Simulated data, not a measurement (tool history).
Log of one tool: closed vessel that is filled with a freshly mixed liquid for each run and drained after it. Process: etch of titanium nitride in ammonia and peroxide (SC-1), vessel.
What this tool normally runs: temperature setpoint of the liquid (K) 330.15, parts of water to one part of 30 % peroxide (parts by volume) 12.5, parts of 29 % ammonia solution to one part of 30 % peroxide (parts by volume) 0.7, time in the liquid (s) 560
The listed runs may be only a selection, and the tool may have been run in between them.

| run | hour | temperature setpoint of the liquid (K) | parts of water to one part of 30 % peroxide (parts by volume) | parts of 29 % ammonia solution to one part of 30 % peroxide (parts by volume) | time in the liquid (s) | read-back film thickness of the titanium nitride reference wafer, read on the same gauge (nm) | thickness taken off the titanium nitride on a monitor wafer (Å) |
|---|---|---|---|---|---|---|---|
| 1 | 0 | 334.65 | 12.5 | 0.7 | 560 | 109.96 | 877.9 |
| 2 | 15.7 | 334.65 | 12.5 | 0.7 | 560 | 109.98 | 886.7 |
| 3 | 98 | 330.15 | 15 | 0.7 | 560 | 110.06 | 595.6 |
| 4 | 120 | 330.15 | 12.5 | 0.7 | 560 | 110 | 660.8 |
| 5 | 137.5 | 330.15 | 12.5 | 0.7 | 560 | 110.04 | 654.3 |
| 6 | 170.8 | 330.15 | 12.5 | 0.7 | 560 | 110.01 | 664.4 |
| 7 | 198 | 330.15 | 12.5 | 0.7 | 560 | 109.98 | 669.6 |
| 8 | 231.8 | 330.15 | 17 | 0.7 | 560 | 110 | 511.7 |
| 9 | 254.7 | 326.15 | 16 | 0.45 | 230 | 110.02 | 151.7 |
| 10 | 286.3 | 322.15 | 12.5 | 0.95 | 560 | 109.99 | 366.7 |
| 11 | 374.1 | 320.65 | 18 | 0.85 | 295 | 110.03 | 141.5 |
| 12 | 396 | 322.15 | 12.5 | 0.95 | 560 | 110 | 367.4 |
| 13 | 430.1 | 338.65 | 8 | 0.95 | 560 | 109.97 | 1377 |
| 14 | 457.7 | 330.15 | 17.5 | 0.55 | 695 | 109.99 | 605.6 |
| 15 | 486.5 | 330.15 | 12.5 | 0.7 | 560 | 109.99 | 611.7 |
| 16 | 517.5 | 327.65 | 15 | 0.85 | 835 | 110.02 | 720 |
| 17 | 530.7 | 330.15 | 12.5 | 0.7 | 560 | 110 | 607.5 |
| 18 | 552.5 | 330.15 | 14 | 0.95 | 750 | 109.98 | 809.9 |
| 19 | 588.5 | 323.65 | 10 | 1.05 | 875 | 110.03 | 729.4 |
| 20 | 607.4 | 330.15 | 12.5 | 0.7 | 860 | 109.99 | 942.6 |
| 21 | 668 | 330.15 | 12.5 | 0.7 | 560 | 110 | 617.3 |
| 22 | 693.8 | 330.15 | 12.5 | 0.7 | 860 | 109.98 | 941.2 |
| 23 | 716.5 | 335.65 | 12.5 | 0.45 | 560 | 110 | 817.9 |
| 24 | 747.1 | 330.15 | 12.5 | 0.4 | 560 | 109.99 | 558.3 |
| 25 | 770.1 | 322.15 | 12.5 | 0.7 | 560 | 110 | 356 |
| 26 | 782.9 | 324.15 | 7 | 0.7 | 560 | 110.04 | 553.4 |
| 27 | 814.4 | 330.15 | 12.5 | 0.7 | 560 | 109.99 | 616.4 |
| 28 | 848.5 | 330.15 | 12.5 | 0.5 | 560 | 109.99 | 582.8 |

Not shown here: 4 entries made in the log between runs. Locate each between two listed runs and compare the hidden state at the listed run before it with the hidden state at the listed run after it:
In the gap between runs 6 and 7: gauge calibrated (hour 172.9)
  liquid hotter than its thermometer reads (K): 1.52 -> 1.54
  measured result minus the result with no hidden state, thickness taken off the titanium nitride on a monitor wafer (Å): +63.8 -> +65.2
In the gap between runs 7 and 8: thermometer replaced (hour 209.7)
  liquid hotter than its thermometer reads (K): 1.54 -> 0.0776
  measured result minus the result with no hidden state, thickness taken off the titanium nitride on a monitor wafer (Å): +65.2 -> +2.7
In the gap between runs 12 and 13: new drum of ammonia solution connected (hour 399.1); ammonia flow meter replaced (hour 403.2)
  liquid hotter than its thermometer reads (K): 0.19 -> 0.213
  measured result minus the result with no hidden state, thickness taken off the titanium nitride on a monitor wafer (Å): +4.9 -> +18.3
